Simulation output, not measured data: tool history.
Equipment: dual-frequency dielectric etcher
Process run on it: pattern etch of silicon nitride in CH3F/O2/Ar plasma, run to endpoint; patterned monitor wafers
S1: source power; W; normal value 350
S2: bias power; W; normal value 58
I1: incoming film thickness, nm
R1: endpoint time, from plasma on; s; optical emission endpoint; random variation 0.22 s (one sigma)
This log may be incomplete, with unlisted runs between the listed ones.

{"run": 1, "hour": 0.0, "S1": 300, "S2": 58, "I1": 36.1, "R1": 70.6}
{"run": 2, "hour": 51.0, "S1": 300, "S2": 58, "I1": 35.74, "R1": 70.1}
{"run": 3, "hour": 135.3, "S1": 390, "S2": 58, "I1": 35.9, "R1": 63.2}
{"run": 4, "hour": 212.8, "S1": 390, "S2": 58, "I1": 35.91, "R1": 63.6}
{"run": 5, "hour": 265.9, "S1": 350, "S2": 50, "I1": 35.8, "R1": 70.1}
{"run": 6, "hour": 308.0, "S1": 350, "S2": 58, "I1": 36.02, "R1": 67.2}
{"hour": 382.1, "done": "upper electrode replaced"}
{"run": 7, "hour": 382.6, "S1": 350, "S2": 58, "I1": 36.16, "R1": 67.7}
{"run": 8, "hour": 454.3, "S1": 350, "S2": 58, "I1": 36.02, "R1": 67.9}
{"run": 9, "hour": 515.7, "S1": 350, "S2": 58, "I1": 35.88, "R1": 67.7}
{"run": 10, "hour": 597.6, "S1": 350, "S2": 58, "I1": 35.66, "R1": 67.6}
{"run": 11, "hour": 693.4, "S1": 350, "S2": 58, "I1": 36.2, "R1": 68.7}
{"hour": 717.5, "done": "wet clean of the chamber"}
{"run": 12, "hour": 772.5, "S1": 420, "S2": 50, "I1": 35.96, "R1": 64.3}
{"run": 13, "hour": 833.7, "S1": 330, "S2": 62, "I1": 36.16, "R1": 66.7}
{"run": 14, "hour": 929.3, "S1": 320, "S2": 70, "I1": 35.74, "R1": 63.8}
{"hour": 941.7, "done": "source power generator calibrated"}
{"run": 15, "hour": 1022.3, "S1": 280, "S2": 44, "I1": 35.88, "R1": 79.2}
{"run": 16, "hour": 1082.8, "S1": 320, "S2": 65, "I1": 35.84, "R1": 64.9}
{"run": 17, "hour": 1182.2, "S1": 380, "S2": 53, "I1": 35.62, "R1": 65.5}
{"hour": 1215.9, "done": "bias power generator calibrated"}
{"run": 18, "hour": 1218.5, "S1": 390, "S2": 68, "I1": 36.21, "R1": 60}
{"run": 19, "hour": 1316.1, "S1": 350, "S2": 58, "I1": 36.01, "R1": 66.6}
{"run": 20, "hour": 1419.4, "S1": 350, "S2": 58, "I1": 36.28, "R1": 67.3}
{"hour": 1468.1, "done": "wet clean of the chamber"}
{"run": 21, "hour": 1507.2, "S1": 400, "S2": 58, "I1": 36.04, "R1": 61.5}
{"run": 22, "hour": 1580.0, "S1": 280, "S2": 58, "I1": 35.8, "R1": 71.3}
{"run": 23, "hour": 1661.2, "S1": 350, "S2": 67, "I1": 35.71, "R1": 61.8}
{"run": 24, "hour": 1735.5, "S1": 350, "S2": 58, "I1": 35.99, "R1": 65.7}
{"run": 25, "hour": 1814.7, "S1": 350, "S2": 58, "I1": 35.81, "R1": 65.3}
{"run": 26, "hour": 1898.9, "S1": 350, "S2": 58, "I1": 35.81, "R1": 66.3}
{"run": 27, "hour": 1993.9, "S1": 300, "S2": 67, "I1": 35.9, "R1": 67.6}
{"run": 28, "hour": 2057.4, "S1": 350, "S2": 58, "I1": 35.88, "R1": 66}
{"hour": 2152.1, "done": "wet clean of the chamber"}
{"run": 29, "hour": 2152.6, "S1": 350, "S2": 58, "I1": 35.94, "R1": 64.9}
{"run": 30, "hour": 2257.7, "S1": 440, "S2": 71, "I1": 35.99, "R1": 55}
{"run": 31, "hour": 2302.8, "S1": 380, "S2": 66, "I1": 35.76, "R1": 59.4}
{"run": 32, "hour": 2357.1, "S1": 420, "S2": 63, "I1": 36.05, "R1": 59}
{"run": 33, "hour": 2445.2, "S1": 310, "S2": 70, "I1": 35.7, "R1": 64}
{"run": 34, "hour": 2509.9, "S1": 350, "S2": 58, "I1": 35.89, "R1": 65.9}
{"run": 35, "hour": 2726.5, "S1": 380, "S2": 46, "I1": 35.69, "R1": 69.4}
{"run": 36, "hour": 2811.9, "S1": 350, "S2": 58, "I1": 36.14, "R1": 66.9}

State the hidden condition of the tool at each of the runs:
bias power that arrives over what is set, %: 0, the same for each run
H1: etch rate over this chamber's usual, %
H2: source power that arrives over what is set, %
run=1 H1=-0.563 H2=-4.48
run=2 H1=-0.775 H2=-4.54
run=3 H1=-1.12 H2=-4.63
run=4 H1=-1.45 H2=-4.71
run=5 H1=-1.67 H2=-4.77
run=6 H1=-1.84 H2=-4.82
run=7 H1=-2.15 H2=-4.9
run=8 H1=-2.45 H2=-4.98
run=9 H1=-2.7 H2=-5.05
run=10 H1=-3.04 H2=-5.14
run=11 H1=-3.44 H2=-5.24
run=12 H1=-0.215 H2=-5.33
run=13 H1=-0.469 H2=-5.4
run=14 H1=-0.866 H2=-5.5
run=15 H1=-1.25 H2=-0.547
run=16 H1=-1.5 H2=-0.614
run=17 H1=-1.91 H2=-0.723
run=18 H1=-2.07 H2=-0.763
run=19 H1=-2.47 H2=-0.87
run=20 H1=-2.9 H2=-0.983
run=21 H1=-0.276 H2=-1.08
run=22 H1=-0.578 H2=-1.16
run=23 H1=-0.915 H2=-1.25
run=24 H1=-1.22 H2=-1.33
run=25 H1=-1.55 H2=-1.42
run=26 H1=-1.9 H2=-1.51
run=27 H1=-2.29 H2=-1.61
run=28 H1=-2.56 H2=-1.68
run=29 H1=0.136 H2=-1.79
run=30 H1=-0.3 H2=-1.9
run=31 H1=-0.487 H2=-1.95
run=32 H1=-0.712 H2=-2.01
run=33 H1=-1.08 H2=-2.11
run=34 H1=-1.35 H2=-2.18
run=35 H1=-2.24 H2=-2.42
run=36 H1=-2.6 H2=-2.51

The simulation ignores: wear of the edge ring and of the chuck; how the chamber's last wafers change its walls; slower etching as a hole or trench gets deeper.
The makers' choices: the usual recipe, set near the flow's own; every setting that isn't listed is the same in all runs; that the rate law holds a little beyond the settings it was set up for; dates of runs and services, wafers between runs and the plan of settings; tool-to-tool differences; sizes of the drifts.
